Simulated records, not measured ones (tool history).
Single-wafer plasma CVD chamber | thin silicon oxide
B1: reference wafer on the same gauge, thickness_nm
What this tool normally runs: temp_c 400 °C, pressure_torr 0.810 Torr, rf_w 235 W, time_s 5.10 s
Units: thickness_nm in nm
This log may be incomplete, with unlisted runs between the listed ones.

run 1 hour=0.0 | temp_c=400 pressure_torr=0.810 rf_w=195 time_s=5.10 | B1=7.933 | thickness_nm=7.331
run 2 hour=93.1 | temp_c=400 pressure_torr=0.810 rf_w=235 time_s=5.10 | B1=7.927 | thickness_nm=7.800
run 3 hour=198.5 | temp_c=391 pressure_torr=0.810 rf_w=235 time_s=5.10 | B1=7.927 | thickness_nm=7.821
run 4 hour=276.4 | temp_c=391 pressure_torr=0.810 rf_w=235 time_s=5.10 | B1=7.937 | thickness_nm=7.785
run 5 hour=360.5 | temp_c=391 pressure_torr=0.810 rf_w=235 time_s=5.10 | B1=7.934 | thickness_nm=7.808
run 6 hour=409.2 | temp_c=388 pressure_torr=0.810 rf_w=235 time_s=5.10 | B1=7.944 | thickness_nm=7.856
run 7 hour=485.5 | temp_c=388 pressure_torr=0.810 rf_w=235 time_s=5.10 | B1=7.932 | thickness_nm=7.842
run 8 hour=569.2 | temp_c=388 pressure_torr=0.810 rf_w=235 time_s=5.10 | B1=7.942 | thickness_nm=7.822
-- hour=668.8 capacitance manometer re-zeroed and calibrated
run 9 hour=675.2 | temp_c=400 pressure_torr=0.810 rf_w=235 time_s=5.10 | B1=7.932 | thickness_nm=7.740
run 10 hour=744.8 | temp_c=400 pressure_torr=0.810 rf_w=235 time_s=5.10 | B1=7.933 | thickness_nm=7.719
run 11 hour=846.3 | temp_c=400 pressure_torr=0.810 rf_w=235 time_s=5.10 | B1=7.926 | thickness_nm=7.752
run 12 hour=894.6 | temp_c=400 pressure_torr=0.810 rf_w=235 time_s=5.10 | B1=7.928 | thickness_nm=7.756
run 13 hour=933.7 | temp_c=387 pressure_torr=0.810 rf_w=235 time_s=5.10 | B1=7.932 | thickness_nm=7.812
run 14 hour=1031.2 | temp_c=388 pressure_torr=0.810 rf_w=235 time_s=5.10 | B1=7.937 | thickness_nm=7.788
-- hour=1043.5 thermocouple changed; heater temperature recalibrated
run 15 hour=1101.0 | temp_c=400 pressure_torr=0.810 rf_w=235 time_s=5.10 | B1=7.936 | thickness_nm=7.748
-- hour=1111.6 gauge calibrated
run 16 hour=1412.1 | temp_c=400 pressure_torr=0.810 rf_w=235 time_s=5.10 | B1=7.929 | thickness_nm=7.736
-- hour=1454.2 showerhead replaced
-- hour=1563.0 RF generator calibrated
run 17 hour=1623.2 | temp_c=400 pressure_torr=0.810 rf_w=235 time_s=5.10 | B1=7.931 | thickness_nm=7.885
run 18 hour=1711.6 | temp_c=389 pressure_torr=0.976 rf_w=220 time_s=5.67 | B1=7.945 | thickness_nm=10.296
run 19 hour=1795.2 | temp_c=400 pressure_torr=0.810 rf_w=270 time_s=5.10 | B1=7.939 | thickness_nm=8.158
run 20 hour=1852.0 | temp_c=388 pressure_torr=1.000 rf_w=200 time_s=4.56 | B1=7.926 | thickness_nm=8.082
run 21 hour=1945.2 | temp_c=400 pressure_torr=0.810 rf_w=235 time_s=5.10 | B1=7.928 | thickness_nm=7.865
run 22 hour=2033.1 | temp_c=400 pressure_torr=0.649 rf_w=190 time_s=5.10 | B1=7.927 | thickness_nm=5.796
run 23 hour=2100.8 | temp_c=400 pressure_torr=0.868 rf_w=195 time_s=5.96 | B1=7.918 | thickness_nm=9.141
run 24 hour=2149.7 | temp_c=407 pressure_torr=0.893 rf_w=200 time_s=5.52 | B1=7.924 | thickness_nm=8.777
run 25 hour=2208.8 | temp_c=400 pressure_torr=0.950 rf_w=235 time_s=5.10 | B1=7.922 | thickness_nm=8.954

Here are 5 independent what-if runs from the current tool condition. What would each one return?
run A hour=2209.2 | temp_c=400 pressure_torr=0.810 rf_w=235 time_s=4.70 | B1=? | thickness_nm=?
run B hour=2209.2 | temp_c=386 pressure_torr=0.810 rf_w=270 time_s=5.10 | B1=? | thickness_nm=?
run C hour=2209.2 | temp_c=400 pressure_torr=0.810 rf_w=235 time_s=4.47 | B1=? | thickness_nm=?
run D hour=2209.2 | temp_c=392 pressure_torr=0.810 rf_w=235 time_s=5.10 | B1=? | thickness_nm=?
run E hour=2209.2 | temp_c=400 pressure_torr=0.661 rf_w=235 time_s=5.10 | B1=? | thickness_nm=?

run=A B1=7.931 thickness_nm=7.211
run=B B1=7.931 thickness_nm=8.264
run=C B1=7.931 thickness_nm=6.859
run=D B1=7.931 thickness_nm=7.871
run=E B1=7.931 thickness_nm=6.310
Stripped of hidden state, with their random variation kept, the same runs would have yielded:
run=A thickness_nm=7.333
run=B thickness_nm=8.396
run=C thickness_nm=6.975
run=D thickness_nm=8.004
run=E thickness_nm=6.417
